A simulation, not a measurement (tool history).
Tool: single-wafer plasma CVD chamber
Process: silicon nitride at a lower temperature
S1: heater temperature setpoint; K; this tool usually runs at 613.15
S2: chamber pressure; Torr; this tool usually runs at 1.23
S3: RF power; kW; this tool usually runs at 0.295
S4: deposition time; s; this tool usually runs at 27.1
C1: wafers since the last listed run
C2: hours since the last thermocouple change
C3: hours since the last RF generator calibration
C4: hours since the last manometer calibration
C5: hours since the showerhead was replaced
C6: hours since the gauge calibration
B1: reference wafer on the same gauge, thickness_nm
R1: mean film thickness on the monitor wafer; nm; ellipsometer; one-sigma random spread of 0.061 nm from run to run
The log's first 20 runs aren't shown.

{"run": 21, "hour": 510.9, "S1": 600.15, "S2": 0.99, "S3": 0.295, "S4": 27.1, "C1": 845, "C2": 381.1, "C3": 238.1, "C4": 392.3, "C5": 72.2, "C6": 526.7, "B1": 23.593, "R1": 25.39}
{"run": 22, "hour": 535.1, "S1": 606.15, "S2": 1.07, "S3": 0.24, "S4": 31.8, "C1": 664, "C2": 405.3, "C3": 262.3, "C4": 416.5, "C5": 96.4, "C6": 550.9, "B1": 23.618, "R1": 25.313}
{"run": 23, "hour": 590.2, "S1": 603.15, "S2": 1.23, "S3": 0.295, "S4": 27.1, "C1": 1512, "C2": 460.4, "C3": 317.4, "C4": 471.6, "C5": 151.5, "C6": 606, "B1": 23.598, "R1": 27.811}
{"run": 24, "hour": 622.2, "S1": 608.15, "S2": 0.96, "S3": 0.335, "S4": 25, "C1": 878, "C2": 492.4, "C3": 349.4, "C4": 503.6, "C5": 183.5, "C6": 638, "B1": 23.588, "R1": 25.716}
{"run": 25, "hour": 639.8, "S1": 613.15, "S2": 1.23, "S3": 0.295, "S4": 27.1, "C1": 482, "C2": 510, "C3": 367, "C4": 521.2, "C5": 201.1, "C6": 655.6, "B1": 23.592, "R1": 27.676}
{"run": 26, "hour": 666.3, "S1": 613.15, "S2": 1.23, "S3": 0.295, "S4": 27.1, "C1": 727, "C2": 536.5, "C3": 393.5, "C4": 547.7, "C5": 227.6, "C6": 682.1, "B1": 23.601, "R1": 27.696}
{"run": 27, "hour": 693.2, "S1": 613.15, "S2": 1.23, "S3": 0.295, "S4": 27.1, "C1": 738, "C2": 563.4, "C3": 420.4, "C4": 574.6, "C5": 254.5, "C6": 709, "B1": 23.58, "R1": 27.717}
{"run": 28, "hour": 721.8, "S1": 613.15, "S2": 1.23, "S3": 0.295, "S4": 27.1, "C1": 784, "C2": 592, "C3": 449, "C4": 603.2, "C5": 283.1, "C6": 737.6, "B1": 23.608, "R1": 27.711}
{"run": 29, "hour": 734.5, "S1": 613.15, "S2": 1.23, "S3": 0.35, "S4": 30.2, "C1": 348, "C2": 604.7, "C3": 461.7, "C4": 615.9, "C5": 295.8, "C6": 750.3, "B1": 23.585, "R1": 35.618}
{"run": 30, "hour": 759.9, "S1": 613.15, "S2": 1.23, "S3": 0.295, "S4": 27.1, "C1": 697, "C2": 630.1, "C3": 487.1, "C4": 641.3, "C5": 321.2, "C6": 775.7, "B1": 23.601, "R1": 27.678}

Each row is a separate what-if for the run after 30, all from the same tool condition, not one after another. Results?
{"run": "A", "hour": 760.3, "S1": 613.15, "S2": 1.23, "S3": 0.295, "S4": 27.1, "C1": 10, "C2": 630.5, "C3": 487.5, "C4": 641.7, "C5": 321.6, "C6": 776.1, "B1": "?", "R1": "?"}
{"run": "B", "hour": 760.3, "S1": 603.15, "S2": 1.23, "S3": 0.295, "S4": 29.7, "C1": 10, "C2": 630.5, "C3": 487.5, "C4": 641.7, "C5": 321.6, "C6": 776.1, "B1": "?", "R1": "?"}
{"run": "C", "hour": 760.3, "S1": 609.15, "S2": 1.23, "S3": 0.295, "S4": 27.1, "C1": 10, "C2": 630.5, "C3": 487.5, "C4": 641.7, "C5": 321.6, "C6": 776.1, "B1": "?", "R1": "?"}

run=A B1=23.601 R1=27.794
run=B B1=23.601 R1=30.551
run=C B1=23.601 R1=27.829
Stripped of hidden state, with their random variation kept, the same runs would have yielded:
run=A R1=27.969
run=B R1=30.743
run=C R1=28.004

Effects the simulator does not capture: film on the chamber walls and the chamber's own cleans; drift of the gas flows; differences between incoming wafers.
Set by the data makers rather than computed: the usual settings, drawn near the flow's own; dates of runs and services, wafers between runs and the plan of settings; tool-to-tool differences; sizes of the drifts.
